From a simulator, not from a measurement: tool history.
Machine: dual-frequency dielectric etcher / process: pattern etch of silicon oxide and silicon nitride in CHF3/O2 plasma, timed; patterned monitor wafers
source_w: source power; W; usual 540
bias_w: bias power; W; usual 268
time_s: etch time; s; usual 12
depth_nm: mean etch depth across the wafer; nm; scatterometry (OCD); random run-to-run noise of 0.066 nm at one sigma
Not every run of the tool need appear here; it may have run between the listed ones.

| run | hour | source_w | bias_w | time_s | wafers since the last listed run | hours since the last wet clean | hours since the last source power generator calibration | hours since the last bias power generator calibration | hours since the last upper electrode change | hours since the gauge calibration | read-back reference wafer on the same gauge, depth_nm | depth_nm |
|---|---|---|---|---|---|---|---|---|---|---|---|---|
| 1 | 0 | 540 | 268 | 12 | 0 | 55.4 | 3974 | 3363.3 | 5321.4 | 303 | 21.3 | 19.7 |
| 2 | 67.9 | 540 | 268 | 12 | 1077 | 123.3 | 4041.9 | 3431.2 | 5389.3 | 370.9 | 21.29 | 19.54 |
|  | 101.1 | gauge calibrated |
| 3 | 122.5 | 540 | 268 | 12 | 866 | 177.9 | 4096.5 | 3485.8 | 5443.9 | 21.4 | 21.29 | 19.61 |
| 4 | 164.2 | 540 | 268 | 12 | 661 | 219.6 | 4138.2 | 3527.5 | 5485.6 | 63.1 | 21.29 | 19.63 |
| 5 | 232.7 | 540 | 268 | 12 | 1086 | 288.1 | 4206.7 | 3596 | 5554.1 | 131.6 | 21.3 | 19.68 |
|  | 329.6 | upper electrode replaced, of another model than before |
| 6 | 330.1 | 540 | 268 | 12 | 1164 | 385.5 | 4304.1 | 3693.4 | 0.5 | 229 | 21.29 | 19.54 |
| 7 | 350.9 | 540 | 268 | 12 | 330 | 406.3 | 4324.9 | 3714.2 | 21.3 | 249.8 | 21.28 | 19.5 |
|  | 384.4 | wet clean of the chamber |
| 8 | 392.9 | 540 | 209 | 13 | 285 | 8.5 | 4366.9 | 3756.2 | 63.3 | 291.8 | 21.32 | 19.99 |
| 9 | 428.2 | 540 | 268 | 12 | 560 | 43.8 | 4402.2 | 3791.5 | 98.6 | 327.1 | 21.3 | 19.65 |
|  | 507.2 | bias power generator calibrated |
| 10 | 524.3 | 500 | 268 | 9 | 1461 | 139.9 | 4498.3 | 17.1 | 194.7 | 423.2 | 21.32 | 14.42 |
|  | 535.8 | gauge calibrated |
|  | 596.6 | source power generator calibrated |
| 11 | 656 | 540 | 268 | 12 | 2026 | 271.6 | 59.4 | 148.8 | 326.4 | 120.2 | 21.31 | 19.6 |
| 12 | 681.2 | 420 | 268 | 9 | 399 | 296.8 | 84.6 | 174 | 351.6 | 145.4 | 21.28 | 13.46 |
| 13 | 744.8 | 480 | 229 | 11 | 1009 | 360.4 | 148.2 | 237.6 | 415.2 | 209 | 21.3 | 16.5 |
| 14 | 811.3 | 500 | 309 | 12 | 1055 | 426.9 | 214.7 | 304.1 | 481.7 | 275.5 | 21.29 | 19.84 |

Exercise: give the hidden state of the tool at every run:
source power that arrives over what is set, %: 0 on each run
bias power that arrives over what is set, %: 0 on each run
gauge reads high (%): 0 on each run
H1: etch rate over this chamber's usual, %
| run | H1 |
|---|---|
| 1 | -0.244 |
| 2 | -0.477 |
| 3 | -0.665 |
| 4 | -0.809 |
| 5 | -1.04 |
| 6 | -1.38 |
| 7 | -1.45 |
| 8 | -0.0405 |
| 9 | -0.162 |
| 10 | -0.493 |
| 11 | -0.946 |
| 12 | -1.03 |
| 13 | -1.25 |
| 14 | -1.48 |
